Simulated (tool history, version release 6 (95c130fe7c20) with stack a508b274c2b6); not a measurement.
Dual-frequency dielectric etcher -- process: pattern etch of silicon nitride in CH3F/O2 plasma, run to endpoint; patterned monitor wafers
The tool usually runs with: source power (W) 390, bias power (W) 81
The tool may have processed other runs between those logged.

run    hour  source power (W)  bias power (W)  incoming incoming film thickness, nm  endpoint time (s)
  1     0.0               390              81                                  96.2              104.7
  2    46.6               390              81                                  96.2              105.0
  3   116.9               390              81                                  96.3              105.4
  4   173.3               390              81                                  96.3              104.9
  5   225.8               390              81                                  95.4              103.9
  6   295.8               390              81                                  96.0              104.9
  7   342.3               390              81                                  96.4              104.9
  8   386.5               390              81                                  96.8              105.4
      412.9  -- upper electrode replaced
  9   449.8               390              81                                  96.7              105.6
      491.8  -- wet clean of the chamber
 10   499.5               390              86                                  95.7              101.8
 11   568.3               390              86                                  96.6              102.4
 12   622.1               390              86                                  95.4              101.4
 13   681.8               390              81                                  96.9              106.6
 14   714.8               390              81                                  96.3              105.5
 15   743.1               360              81                                  96.5              108.9
 16   792.3               390              74                                  97.3              111.7
 17   826.0               300              92                                  96.0              109.4
      862.9  -- bias power generator calibrated
      886.3  -- source power generator calibrated
 18   918.6               420              81                                  96.6              102.3
 19   980.5               390              71                                  96.7              112.9
 20  1015.4               390              81                                  95.9              104.6
     1070.9  -- wet clean of the chamber
 21  1071.4               310             101                                  96.3              102.7
 22  1132.2               390              76                                  97.1              109.8
 23  1156.6               440              64                                  96.1              112.7

Run 24 is up next; what results do you expect?
 24  1225.3               300              97                                  96.8                  ?

Run 24 measured endpoint time (s) 106.8.
Without the tool's hidden state the same run would have given endpoint time (s) 106.8.
